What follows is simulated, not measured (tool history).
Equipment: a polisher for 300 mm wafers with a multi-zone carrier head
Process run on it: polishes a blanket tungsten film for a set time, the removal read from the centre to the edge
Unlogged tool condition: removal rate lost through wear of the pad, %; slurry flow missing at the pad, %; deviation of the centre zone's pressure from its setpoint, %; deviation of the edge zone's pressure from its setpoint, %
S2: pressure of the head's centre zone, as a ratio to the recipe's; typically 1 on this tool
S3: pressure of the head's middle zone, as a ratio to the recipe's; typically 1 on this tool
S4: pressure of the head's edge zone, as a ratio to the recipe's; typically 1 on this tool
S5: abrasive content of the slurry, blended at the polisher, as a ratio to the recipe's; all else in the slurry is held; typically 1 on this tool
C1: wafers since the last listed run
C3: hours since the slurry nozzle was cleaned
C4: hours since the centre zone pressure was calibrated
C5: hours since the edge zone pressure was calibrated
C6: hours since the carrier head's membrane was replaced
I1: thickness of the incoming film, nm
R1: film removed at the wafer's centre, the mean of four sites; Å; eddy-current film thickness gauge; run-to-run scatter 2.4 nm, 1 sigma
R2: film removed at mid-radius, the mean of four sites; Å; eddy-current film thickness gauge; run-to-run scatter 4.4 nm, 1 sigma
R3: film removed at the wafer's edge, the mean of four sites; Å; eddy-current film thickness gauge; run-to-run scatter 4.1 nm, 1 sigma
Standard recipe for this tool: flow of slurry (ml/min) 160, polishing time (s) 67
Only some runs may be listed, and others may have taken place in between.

Run 1, hour 0: usual settings; C1 0; wafers polished on this pad 219; C3 109.8; C4 143.4; C5 149.3; C6 1014.4; I1 1540.9. Result: R1 3800 Å, R2 3803 Å, R3 3668 Å.
Run 2, hour 35.6: usual settings; C1 202; wafers polished on this pad 421; C3 145.4; C4 179; C5 184.9; C6 1050; I1 1566.7. Result: R1 3744 Å, R2 3724 Å, R3 3621 Å.
Run 3, hour 58.7: usual settings; C1 131; wafers polished on this pad 553; C3 168.5; C4 202.1; C5 208; C6 1073.1; I1 1565.9. Result: R1 3650 Å, R2 3676 Å, R3 3590 Å.
At hour 72.6: worn pad replaced by a new one.
Run 4, hour 92.1: usual settings; C1 167; wafers polished on this pad 110; C3 201.9; C4 235.5; C5 241.4; C6 1106.5; I1 1542.4. Result: R1 3797 Å, R2 3833 Å, R3 3751 Å.
Run 5, hour 107.8: usual settings; C1 89; wafers polished on this pad 200; C3 217.6; C4 251.2; C5 257.1; C6 1122.2; I1 1555.6. Result: R1 3805 Å, R2 3844 Å, R3 3684 Å.
Run 6, hour 141: usual settings; C1 189; wafers polished on this pad 389; C3 250.8; C4 284.4; C5 290.3; C6 1155.4; I1 1539.2. Result: R1 3713 Å, R2 3689 Å, R3 3571 Å.
At hour 169.4: centre zone pressure recalibrated.
Run 7, hour 169.9: usual settings but S5 0.9; C1 153; wafers polished on this pad 542; C3 279.7; C4 0.5; C5 319.2; C6 1184.3; I1 1579.8. Result: R1 3518 Å, R2 3624 Å, R3 3473 Å.
At hour 175.5: edge zone pressure recalibrated.
At hour 182.2: worn pad replaced by a new one.
Run 8, hour 203.5: usual settings; C1 157; wafers polished on this pad 121; C3 313.3; C4 34.1; C5 28; C6 1217.9; I1 1566.1. Result: R1 3817 Å, R2 3835 Å, R3 3759 Å.
Run 9, hour 222.3: usual settings; C1 107; wafers polished on this pad 228; C3 332.1; C4 52.9; C5 46.8; C6 1236.7; I1 1559.2. Result: R1 3778 Å, R2 3789 Å, R3 3668 Å.
Run 10, hour 254.1: usual settings but flow of slurry (ml/min) 120, S2 0.93, S3 0.89, polishing time (s) 53; C1 181; wafers polished on this pad 409; C3 363.9; C4 84.7; C5 78.6; C6 1268.5; I1 1557.7. Result: R1 2530 Å, R2 2587 Å, R3 2731 Å.
Run 11, hour 278.1: usual settings but S5 0.7; C1 136; wafers polished on this pad 546; C3 387.9; C4 108.7; C5 102.6; C6 1292.5; I1 1536.7. Result: R1 3315 Å, R2 3391 Å, R3 3258 Å.
At hour 289.8: worn pad replaced by a new one.
Run 12, hour 294.1: usual settings but S2 0.95; C1 68; wafers polished on this pad 24; C3 403.9; C4 124.7; C5 118.6; C6 1308.5; I1 1566. Result: R1 3635 Å, R2 3844 Å, R3 3776 Å.
At hour 302.6: slurry nozzle cleaned.
At hour 308.3: carrier head's membrane replaced by a new one.
Run 13, hour 315.2: usual settings; C1 86; wafers polished on this pad 110; C3 12.6; C4 145.8; C5 139.7; C6 6.9; I1 1554.9. Result: R1 3813 Å, R2 3789 Å, R3 3740 Å.
Run 14, hour 348.7: usual settings but flow of slurry (ml/min) 200, S2 0.9, S3 0.88, polishing time (s) 60; C1 190; wafers polished on this pad 301; C3 46.1; C4 179.3; C5 173.2; C6 40.4; I1 1542.4. Result: R1 3132 Å, R2 3225 Å, R3 3350 Å.

The next listed run, before its measurement:
Run 15, hour 371.9: usual settings but S2 1.05, S5 0.75; C1 132; wafers polished on this pad 433; C3 69.3; C4 202.5; C5 196.4; C6 63.6; I1 1561.3. Result: R1 ?, R2 ?, R3 ?.

{"run 15": {"R1": 3591, "R2": 3397, "R3": 3286}}
With the hidden condition absent and the run-to-run variation left alone, this run would have shown R1 3832 Å, R2 3625 Å, R3 3506 Å.

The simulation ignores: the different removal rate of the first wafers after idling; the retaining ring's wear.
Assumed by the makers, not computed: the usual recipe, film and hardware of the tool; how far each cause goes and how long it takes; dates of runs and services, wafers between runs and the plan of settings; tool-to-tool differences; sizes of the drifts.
